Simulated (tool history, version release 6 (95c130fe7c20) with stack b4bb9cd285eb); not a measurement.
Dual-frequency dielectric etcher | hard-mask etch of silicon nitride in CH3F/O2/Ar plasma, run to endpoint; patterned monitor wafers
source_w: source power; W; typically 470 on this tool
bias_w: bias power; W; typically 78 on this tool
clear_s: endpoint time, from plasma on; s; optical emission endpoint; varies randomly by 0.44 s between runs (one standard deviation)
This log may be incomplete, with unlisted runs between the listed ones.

run     day  source_w  bias_w  incoming incoming film thickness, nm  clear_s
  1       0       470      82                                 44.18     61.3
  2   0.488       470      82                                 43.92     60.8
  3   0.817       470      82                                 43.96     60.8
  4   1.512       430      74                                 43.73     64.2
  5   1.883       430      74                                 44.32     64.8
  6   2.258       430      74                                 44.57     65.7
  7   2.996       470      91                                 44.56       60
  8   3.338       470      78                                 44.29     63.2
  9   3.771       470      78                                 44.69     63.2
 10   4.421       470      78                                  44.6     63.8
 11   4.725       470      78                                 44.15     63.2
 12   5.367       500      67                                  44.2     64.8
 13   5.817       500      67                                 44.48     64.8
      7.267  -- wet clean of the chamber
 14   7.288       470      78                                 44.15     59.3
 15     7.3       470      78                                 44.71     59.7
 16   7.533       470      78                                 44.32     59.7
      8.012  -- source power generator calibrated
 17   8.062       470      78                                 44.97       60
 18   8.596       540      65                                 44.35     59.8
 19   9.146       470      84                                 44.17     57.8
 20   9.629       420      69                                 44.49     64.1
 21   9.979       470      78                                 44.33     59.9
 22  10.533       430      67                                 44.48     64.5
 23  10.954       470      66                                 44.25     62.1
     11.571  -- bias power generator calibrated
     12.571  -- upper electrode replaced
 24  12.592       400      85                                 44.58     60.6
 25  12.604       470      82                                 44.52     59.4
 26  12.658       410      96                                 43.84     57.4
 27  13.042       470      82                                 44.35     58.9
 28   13.35       470      85                                    44     57.9
 29    13.7       420      85                                 44.46     60.4
 30  14.338       470      78                                 44.29     59.5
 31  14.804       470      78                                 44.32     60.7
 32      16       420      68                                 44.04     63.3
 33  16.717       430      97                                  44.2     58.4
 34  17.221       470      71                                 44.25     61.9
 35  17.679       360      91                                  44.8     61.2

Hidden state or all else? Some run-to-run changes of clear_s, split into what the settings, what came in and random variation would give without the hidden state, and what is left for the hidden state (with any gauge scatter that isn't in both results):
The hidden state here: etch rate over this chamber's usual, %; source power that arrives over what is set, %; bias power that arrives over what is set, %.
Run 3 -> 4: source_w 470 -> 430, bias_w 82 -> 74. clear_s +3.4 s: hidden state +0.3, all else +3.1.
Run 6 -> 7: source_w 430 -> 470, bias_w 74 -> 91. clear_s -5.7 s: hidden state -0.2, all else -5.5.
Run 7 -> 8: bias_w 91 -> 78. clear_s +3.2 s: hidden state +0.3, all else +2.9.
Run 13 -> 14: source_w 500 -> 470, bias_w 67 -> 78, wet clean of the chamber. clear_s -5.5 s: hidden state -4, all else -1.5.
Run 19 -> 20: source_w 470 -> 420, bias_w 84 -> 69. clear_s +6.3 s: hidden state +0.1, all else +6.2.
